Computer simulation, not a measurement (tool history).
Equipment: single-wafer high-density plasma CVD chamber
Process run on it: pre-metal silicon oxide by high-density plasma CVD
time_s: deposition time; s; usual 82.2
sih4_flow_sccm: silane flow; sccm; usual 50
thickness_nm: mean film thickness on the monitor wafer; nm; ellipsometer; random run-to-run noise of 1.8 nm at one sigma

run	hour	time_s	sih4_flow_sccm	read-back reference wafer on the same gauge, thickness_nm	thickness_nm
1	0	82.2	56	401.059	475.122
2	73.3	82.2	56	401.112	480.374
3	176.5	82.2	56	401.121	475.15
4	223.4	78.4	50	401.467	402.463
5	324.6	82.2	50	401.129	425.864
6	390.2	82.2	50	400.861	426.868
7	496.1	69.6	50	401.049	360.279
8	549.9	69.6	50	401.088	362.341
9	638.5	82.2	54	400.945	461.586
10	723.1	82.2	50	400.858	427.432
11	784.8	82.2	50	401.16	423.71
12	883.6	82.2	50	400.702	428.804
# hour 916.3: gauge calibrated
13	971.8	82.2	55	401.063	476.967
14	1062.3	91.5	57	400.941	542.689
15	1168.9	75.1	55	400.568	433.829
# hour 1293.8: silane flow controller replaced
16	1340.3	89.6	42	400.71	379.224
17	1435.4	82.2	50	401.253	414.039
18	1499.6	72.2	41	400.941	297.582
19	1547.2	88.1	56	401.015	497.434
20	1592.5	73.5	54	400.978	398.391
21	1697.5	82.2	50	400.832	414.923
22	1887.6	68.2	58	400.899	398.626
23	1950.6	86.8	46	401.111	404.081
24	2053.2	82.2	45	401.467	374.171
25	2144.8	82.2	50	400.762	412.67

Predict each of these 5 candidate next runs independently; none follows another, all start after run 25:
A	2145.2	82.2	50	?	?
B	2145.2	66.5	60	?	?
C	2145.2	76.9	57	?	?
D	2145.2	68.2	50	?	?
E	2145.2	97.6	43	?	?

run	read-back reference wafer on the same gauge, thickness_nm	thickness_nm
A	400.84	412.139
B	400.84	400.105
C	400.84	439.544
D	400.84	341.945
E	400.84	420.843
Without the tool's unlogged condition, the same runs would have read:
run	thickness_nm
A	412.597
B	400.55
C	440.033
D	342.325
E	421.311
